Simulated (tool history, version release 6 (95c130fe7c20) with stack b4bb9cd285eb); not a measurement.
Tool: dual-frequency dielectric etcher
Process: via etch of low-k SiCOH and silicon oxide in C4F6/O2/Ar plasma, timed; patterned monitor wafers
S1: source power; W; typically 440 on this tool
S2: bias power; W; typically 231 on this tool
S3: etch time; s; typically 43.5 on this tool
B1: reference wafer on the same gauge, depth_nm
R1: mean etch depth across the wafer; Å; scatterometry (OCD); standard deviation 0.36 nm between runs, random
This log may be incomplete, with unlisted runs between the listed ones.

run	hour	S1	S2	S3	B1	R1
1	0	370	231	43.5	135.2	1159
2	26.2	370	231	43.5	135.2	1163
3	42.9	370	231	43.5	135.3	1160
4	68.1	440	231	43.5	135.4	1243
5	93.9	440	231	43.5	135.5	1245
6	122.7	440	231	43.5	135.5	1250
7	172.1	440	231	43.5	135.6	1245
8	188.5	440	231	43.5	135.8	1237
# hour 223.6: wet clean of the chamber
9	224.1	440	215	43.5	135.7	1227
# hour 229.7: gauge calibrated
10	236.3	440	215	43.5	134.4	1209
11	267.9	440	231	46	134.7	1303
12	282.9	380	231	53.5	134.9	1448
# hour 292.3: source power generator calibrated
13	310.6	440	187	40.5	135.1	1085
14	337.5	440	187	40.5	135.5	1088
15	362.5	480	194	32.5	135.6	915
16	380.7	440	175	52	135.7	1383
17	397.3	440	249	34.5	135.8	1004
# hour 436.2: upper electrode replaced
18	436.7	440	231	39.5	135.9	1133
# hour 445.6: bias power generator calibrated
19	446.1	390	207	49.5	135.8	1318
20	461.9	440	212	50	135.8	1404
21	479.4	380	210	43.5	136	1155
22	509.7	370	231	43.5	136	1167
23	530.3	410	277	37.5	136.1	1106
24	551.9	440	249	34.5	136.2	1009
25	570.2	380	231	53.5	136.2	1451
26	591.9	440	231	43.5	136.1	1245
27	609.6	440	210	38	136.1	1065
28	641.1	440	231	43.5	136.4	1250
# hour 646.1: gauge calibrated
29	653.1	380	247	43.5	134.2	1186

Consider 5 possible next runs. They are alternatives, not a sequence: every one starts from the tool as it was left by run 29. What does each give?
A	653.5	440	231	43.5	?	?
B	653.5	340	231	43.5	?	?
C	653.5	330	231	43.5	?	?
D	653.5	380	278	43.5	?	?
E	653.5	410	180	52	?	?

run	B1	R1
A	134.2	1230
B	134.2	1117
C	134.2	1105
D	134.2	1229
E	134.2	1337
Stripped of hidden state, with their random variation kept, the same runs would have yielded:
run	R1
A	1228
B	1115
C	1103
D	1227
E	1335
